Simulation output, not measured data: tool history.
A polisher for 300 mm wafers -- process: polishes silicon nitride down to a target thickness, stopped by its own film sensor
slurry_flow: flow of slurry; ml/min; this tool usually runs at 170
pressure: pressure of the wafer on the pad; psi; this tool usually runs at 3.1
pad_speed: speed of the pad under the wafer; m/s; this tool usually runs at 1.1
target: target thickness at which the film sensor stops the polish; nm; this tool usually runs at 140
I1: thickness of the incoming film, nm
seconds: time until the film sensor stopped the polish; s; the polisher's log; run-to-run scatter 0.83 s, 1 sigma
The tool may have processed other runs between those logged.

run 1 hour=0 | slurry_flow=170 pressure=3.1 pad_speed=1.1 target=140 | I1=294.4 | seconds=98
run 2 hour=70.7 | slurry_flow=170 pressure=3.1 pad_speed=1.1 target=104 | I1=297.8 | seconds=117.4
run 3 hour=129.8 | slurry_flow=170 pressure=3.1 pad_speed=1.1 target=104 | I1=298.2 | seconds=118.1
run 4 hour=199.3 | slurry_flow=170 pressure=3.1 pad_speed=1.1 target=104 | I1=293.2 | seconds=118
run 5 hour=255.1 | slurry_flow=170 pressure=3.1 pad_speed=0.96 target=140 | I1=297.2 | seconds=110.2
run 6 hour=296.1 | slurry_flow=170 pressure=3.1 pad_speed=0.96 target=140 | I1=298.5 | seconds=112.1
run 7 hour=333.3 | slurry_flow=170 pressure=3.1 pad_speed=0.96 target=140 | I1=303.3 | seconds=115.1
run 8 hour=394.5 | slurry_flow=205 pressure=3.1 pad_speed=1.32 target=140 | I1=302.7 | seconds=85.7
run 9 hour=429 | slurry_flow=170 pressure=3.1 pad_speed=1.1 target=140 | I1=300.4 | seconds=102.3
run 10 hour=624.6 | slurry_flow=125 pressure=3.1 pad_speed=1.1 target=140 | I1=300.5 | seconds=113.2
run 11 hour=694.4 | slurry_flow=125 pressure=3.1 pad_speed=1.1 target=140 | I1=297.2 | seconds=100.4
run 12 hour=742.1 | slurry_flow=125 pressure=3.1 pad_speed=1.1 target=140 | I1=299.1 | seconds=103.4
run 13 hour=783.4 | slurry_flow=170 pressure=3.1 pad_speed=1.1 target=140 | I1=301.8 | seconds=99.8
run 14 hour=879.1 | slurry_flow=170 pressure=3.1 pad_speed=1.1 target=140 | I1=301 | seconds=100.6
run 15 hour=916.3 | slurry_flow=170 pressure=3.1 pad_speed=1.1 target=140 | I1=298.1 | seconds=99.1
run 16 hour=980.2 | slurry_flow=170 pressure=3.1 pad_speed=1.1 target=140 | I1=295.5 | seconds=98
run 17 hour=1050.2 | slurry_flow=170 pressure=3.1 pad_speed=1.1 target=140 | I1=298.9 | seconds=99.8
run 18 hour=1111.1 | slurry_flow=170 pressure=3.1 pad_speed=1.1 target=140 | I1=302.7 | seconds=102
run 19 hour=1241.7 | slurry_flow=170 pressure=3.9 pad_speed=1.1 target=169 | I1=303.6 | seconds=69.8
run 20 hour=1268.8 | slurry_flow=140 pressure=3.8 pad_speed=0.86 target=111 | I1=304.5 | seconds=128.2
run 21 hour=1322.7 | slurry_flow=135 pressure=3.1 pad_speed=1.1 target=140 | I1=297.3 | seconds=102.8
run 22 hour=1355.4 | slurry_flow=170 pressure=2.4 pad_speed=1.1 target=140 | I1=296.9 | seconds=119.4
run 23 hour=1385 | slurry_flow=120 pressure=3.1 pad_speed=1.1 target=140 | I1=306.7 | seconds=112.3
run 24 hour=1427.6 | slurry_flow=170 pressure=3.1 pad_speed=1.1 target=156 | I1=302.4 | seconds=92.4
run 25 hour=1483.9 | slurry_flow=185 pressure=3.9 pad_speed=0.78 target=188 | I1=298.1 | seconds=75.3
run 26 hour=1510.6 | slurry_flow=120 pressure=4 pad_speed=0.82 target=117 | I1=298.9 | seconds=128.9
run 27 hour=1551.1 | slurry_flow=170 pressure=3.1 pad_speed=1.1 target=140 | I1=301.3 | seconds=102.8
run 28 hour=1599.1 | slurry_flow=145 pressure=3.7 pad_speed=0.8 target=102 | I1=301.4 | seconds=149.1
run 29 hour=1624.4 | slurry_flow=170 pressure=3.1 pad_speed=1.1 target=140 | I1=304.3 | seconds=104.9
run 30 hour=1672 | slurry_flow=140 pressure=3.8 pad_speed=0.86 target=111 | I1=296.8 | seconds=121.6
run 31 hour=1707.8 | slurry_flow=170 pressure=3.1 pad_speed=1.1 target=140 | I1=299.3 | seconds=97.8
run 32 hour=1736.4 | slurry_flow=170 pressure=3.1 pad_speed=1.1 target=140 | I1=301.8 | seconds=99.7
run 33 hour=1776.8 | slurry_flow=205 pressure=2.8 pad_speed=1.32 target=162 | I1=299.4 | seconds=78.2
run 34 hour=1803.1 | slurry_flow=135 pressure=3.9 pad_speed=0.88 target=169 | I1=298.3 | seconds=84.7
run 35 hour=1832 | slurry_flow=200 pressure=3.1 pad_speed=1.1 target=140 | I1=302 | seconds=99.2
run 36 hour=1866.1 | slurry_flow=205 pressure=4 pad_speed=1.1 target=193 | I1=296.8 | seconds=50.6
run 37 hour=1896.2 | slurry_flow=200 pressure=3.7 pad_speed=0.84 target=117 | I1=300.1 | seconds=122.2

Removed from this log: 14 entries logged between the listed runs. Between which two listed runs does each belong, and how does the tool's hidden state at the listed run before it compare with that at the listed run after it?
Between runs 1 and 2: worn pad replaced by a new one (hour 47.9); slurry nozzle cleaned (hour 60.1)
  slurry flow missing at the pad, %: 25.2 -> 3.96
  measured result minus the result with no hidden state, seconds: +5.5 -> +0.9 s
Between runs 4 and 5: head pressure recalibrated (hour 234.3)
  slurry flow missing at the pad, %: 16.6 -> 19.9
  measured result minus the result with no hidden state, seconds: +4 -> +4.5 s
Between runs 9 and 10: worn pad replaced by a new one (hour 484.1)
  slurry flow missing at the pad, %: 25.4 -> 27.6
  measured result minus the result with no hidden state, seconds: +5.8 -> +9.7 s
Between runs 10 and 11: head pressure recalibrated (hour 627.9); slurry nozzle cleaned (hour 678.6)
  slurry flow missing at the pad, %: 27.6 -> 2.23
  measured result minus the result with no hidden state, seconds: +9.7 -> +0.5 s
Between runs 14 and 15: worn pad replaced by a new one (hour 894.4)
  slurry flow missing at the pad, %: 17.7 -> 19.3
  measured result minus the result with no hidden state, seconds: +3.7 -> +4 s
Between runs 16 and 17: head pressure recalibrated (hour 1040.9)
  slurry flow missing at the pad, %: 21.4 -> 23
  measured result minus the result with no hidden state, seconds: +4.5 -> +5 s
Between runs 18 and 19: slurry nozzle cleaned (hour 1155.4)
  slurry flow missing at the pad, %: 24 -> 11.3
  measured result minus the result with no hidden state, seconds: +5.4 -> +1.5 s
Between runs 19 and 20: worn pad replaced by a new one (hour 1249.6)
  slurry flow missing at the pad, %: 11.3 -> 13.5
  measured result minus the result with no hidden state, seconds: +1.5 -> +4.1 s
Between runs 24 and 25: head pressure recalibrated (hour 1458.2)
  slurry flow missing at the pad, %: 21.7 -> 23.3
  measured result minus the result with no hidden state, seconds: +4.3 -> +3.5 s
Between runs 29 and 30: slurry nozzle cleaned (hour 1655.1)
  slurry flow missing at the pad, %: 25.6 -> 6.37
  measured result minus the result with no hidden state, seconds: +6 -> +1.7 s
Between runs 30 and 31: worn pad replaced by a new one (hour 1680.2)
  slurry flow missing at the pad, %: 6.37 -> 10.7
  measured result minus the result with no hidden state, seconds: +1.7 -> +1.9 s
Between runs 34 and 35: head pressure recalibrated (hour 1829)
  slurry flow missing at the pad, %: 18.8 -> 20.5
  measured result minus the result with no hidden state, seconds: +4.1 -> +3.7 s
